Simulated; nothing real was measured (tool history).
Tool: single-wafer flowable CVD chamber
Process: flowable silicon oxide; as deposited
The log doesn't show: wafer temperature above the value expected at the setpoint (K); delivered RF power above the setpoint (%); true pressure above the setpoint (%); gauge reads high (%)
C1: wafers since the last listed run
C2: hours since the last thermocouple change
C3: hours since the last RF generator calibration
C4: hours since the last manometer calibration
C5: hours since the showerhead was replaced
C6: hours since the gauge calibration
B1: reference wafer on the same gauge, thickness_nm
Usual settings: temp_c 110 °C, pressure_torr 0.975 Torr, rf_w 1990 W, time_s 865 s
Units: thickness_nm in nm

run 1 hour=0 | temp_c=110 pressure_torr=0.975 rf_w=1990 time_s=865 | C1=0 C2=86 C3=2314 C4=1512.7 C5=62.2 C6=711.3 | B1=523.852 | thickness_nm=500.582
run 2 hour=27.4 | temp_c=110 pressure_torr=0.975 rf_w=1990 time_s=865 | C1=77 C2=113.4 C3=2341.4 C4=1540.1 C5=89.6 C6=738.7 | B1=523.821 | thickness_nm=500.495
-- hour=52.1 RF generator calibrated
run 3 hour=52.6 | temp_c=110 pressure_torr=0.975 rf_w=1990 time_s=865 | C1=48 C2=138.6 C3=0.5 C4=1565.3 C5=114.8 C6=763.9 | B1=523.851 | thickness_nm=503.122
run 4 hour=81.6 | temp_c=110 pressure_torr=0.975 rf_w=1990 time_s=791 | C1=82 C2=167.6 C3=29.5 C4=1594.3 C5=143.8 C6=792.9 | B1=523.974 | thickness_nm=456.61
-- hour=99.7 capacitance manometer re-zeroed and calibrated
run 5 hour=112.6 | temp_c=110 pressure_torr=0.975 rf_w=1990 time_s=791 | C1=65 C2=198.6 C3=60.5 C4=12.9 C5=174.8 C6=823.9 | B1=523.734 | thickness_nm=454.995
run 6 hour=143.9 | temp_c=110 pressure_torr=0.975 rf_w=1990 time_s=791 | C1=88 C2=229.9 C3=91.8 C4=44.2 C5=206.1 C6=855.2 | B1=523.777 | thickness_nm=457.024
run 7 hour=179 | temp_c=110 pressure_torr=0.975 rf_w=1990 time_s=865 | C1=99 C2=265 C3=126.9 C4=79.3 C5=241.2 C6=890.3 | B1=523.997 | thickness_nm=500.673
run 8 hour=210 | temp_c=99 pressure_torr=1.107 rf_w=1990 time_s=865 | C1=87 C2=296 C3=157.9 C4=110.3 C5=272.2 C6=921.3 | B1=524.048 | thickness_nm=775.701
run 9 hour=239.3 | temp_c=118 pressure_torr=0.781 rf_w=1990 time_s=948 | C1=83 C2=325.3 C3=187.2 C4=139.6 C5=301.5 C6=950.6 | B1=523.819 | thickness_nm=351.304
-- hour=252.3 gauge calibrated
run 10 hour=252.7 | temp_c=114 pressure_torr=0.872 rf_w=1990 time_s=865 | C1=37 C2=338.7 C3=200.6 C4=153 C5=314.9 C6=0.4 | B1=523.812 | thickness_nm=396.684
run 11 hour=272.4 | temp_c=100 pressure_torr=0.975 rf_w=1990 time_s=774 | C1=55 C2=358.4 C3=220.3 C4=172.7 C5=334.6 C6=20.1 | B1=524.052 | thickness_nm=596.251
run 12 hour=286.1 | temp_c=110 pressure_torr=0.975 rf_w=1990 time_s=865 | C1=38 C2=372.1 C3=234 C4=186.4 C5=348.3 C6=33.8 | B1=524.038 | thickness_nm=494.597
run 13 hour=315.8 | temp_c=110 pressure_torr=1.045 rf_w=1990 time_s=751 | C1=84 C2=401.8 C3=263.7 C4=216.1 C5=378 C6=63.5 | B1=523.997 | thickness_nm=460.958
run 14 hour=338.2 | temp_c=110 pressure_torr=0.975 rf_w=2160 time_s=946 | C1=63 C2=424.2 C3=286.1 C4=238.5 C5=400.4 C6=85.9 | B1=524.055 | thickness_nm=553.484
run 15 hour=373.1 | temp_c=110 pressure_torr=1.142 rf_w=1700 time_s=724 | C1=98 C2=459.1 C3=321 C4=273.4 C5=435.3 C6=120.8 | B1=524.044 | thickness_nm=458.358
run 16 hour=403.5 | temp_c=110 pressure_torr=0.975 rf_w=1660 time_s=865 | C1=86 C2=489.5 C3=351.4 C4=303.8 C5=465.7 C6=151.2 | B1=524.028 | thickness_nm=467.343
run 17 hour=418.5 | temp_c=110 pressure_torr=0.847 rf_w=1990 time_s=865 | C1=42 C2=504.5 C3=366.4 C4=318.8 C5=480.7 C6=166.2 | B1=523.603 | thickness_nm=431.548
run 18 hour=431.3 | temp_c=102 pressure_torr=0.899 rf_w=2190 time_s=930 | C1=36 C2=517.3 C3=379.2 C4=331.6 C5=493.5 C6=179 | B1=523.776 | thickness_nm=632.845
run 19 hour=452 | temp_c=110 pressure_torr=0.975 rf_w=1990 time_s=865 | C1=58 C2=538 C3=399.9 C4=352.3 C5=514.2 C6=199.7 | B1=524.126 | thickness_nm=492.67
run 20 hour=476 | temp_c=110 pressure_torr=0.975 rf_w=1990 time_s=865 | C1=68 C2=562 C3=423.9 C4=376.3 C5=538.2 C6=223.7 | B1=523.945 | thickness_nm=493.752
run 21 hour=507.9 | temp_c=123 pressure_torr=0.756 rf_w=1990 time_s=865 | C1=90 C2=593.9 C3=455.8 C4=408.2 C5=570.1 C6=255.6 | B1=524.287 | thickness_nm=272.103
run 22 hour=542.2 | temp_c=110 pressure_torr=0.975 rf_w=2140 time_s=972 | C1=97 C2=628.2 C3=490.1 C4=442.5 C5=604.4 C6=289.9 | B1=523.972 | thickness_nm=563.461
run 23 hour=559.2 | temp_c=116 pressure_torr=0.862 rf_w=2170 time_s=710 | C1=48 C2=645.2 C3=507.1 C4=459.5 C5=621.4 C6=306.9 | B1=524.018 | thickness_nm=309.808
run 24 hour=580.9 | temp_c=110 pressure_torr=0.975 rf_w=1600 time_s=865 | C1=61 C2=666.9 C3=528.8 C4=481.2 C5=643.1 C6=328.6 | B1=524.095 | thickness_nm=455.205
run 25 hour=610.8 | temp_c=98 pressure_torr=0.975 rf_w=1770 time_s=865 | C1=84 C2=696.8 C3=558.7 C4=511.1 C5=673 C6=358.5 | B1=523.887 | thickness_nm=670.537
run 26 hour=640.8 | temp_c=110 pressure_torr=0.875 rf_w=1990 time_s=747 | C1=85 C2=726.8 C3=588.7 C4=541.1 C5=703 C6=388.5 | B1=523.862 | thickness_nm=382.731
run 27 hour=672.7 | temp_c=110 pressure_torr=0.975 rf_w=1990 time_s=865 | C1=90 C2=758.7 C3=620.6 C4=573 C5=734.9 C6=420.4 | B1=524.024 | thickness_nm=491.592

Forecast each of these 5 alternatives for the next run:
run A hour=673.3 | temp_c=110 pressure_torr=0.975 rf_w=1990 time_s=865 | C1=1 C2=759.3 C3=621.2 C4=573.6 C5=735.5 C6=421 | B1=? | thickness_nm=?
run B hour=673.3 | temp_c=110 pressure_torr=1.102 rf_w=1990 time_s=865 | C1=1 C2=759.3 C3=621.2 C4=573.6 C5=735.5 C6=421 | B1=? | thickness_nm=?
run C hour=673.3 | temp_c=110 pressure_torr=0.975 rf_w=1640 time_s=1029 | C1=1 C2=759.3 C3=621.2 C4=573.6 C5=735.5 C6=421 | B1=? | thickness_nm=?
run D hour=673.3 | temp_c=110 pressure_torr=0.733 rf_w=1795 time_s=865 | C1=1 C2=759.3 C3=621.2 C4=573.6 C5=735.5 C6=421 | B1=? | thickness_nm=?
run E hour=673.3 | temp_c=122 pressure_torr=0.975 rf_w=2350 time_s=865 | C1=1 C2=759.3 C3=621.2 C4=573.6 C5=735.5 C6=421 | B1=? | thickness_nm=?

run=A B1=524.317 thickness_nm=490.853
run=B B1=524.317 thickness_nm=553.379
run=C B1=524.317 thickness_nm=547.426
run=D B1=524.317 thickness_nm=357.148
run=E B1=524.317 thickness_nm=368.985
Without the tool's hidden state the same runs would have given:
run=A thickness_nm=503.948
run=B thickness_nm=568.142
run=C thickness_nm=562.031
run=D thickness_nm=366.677
run=E thickness_nm=377.427
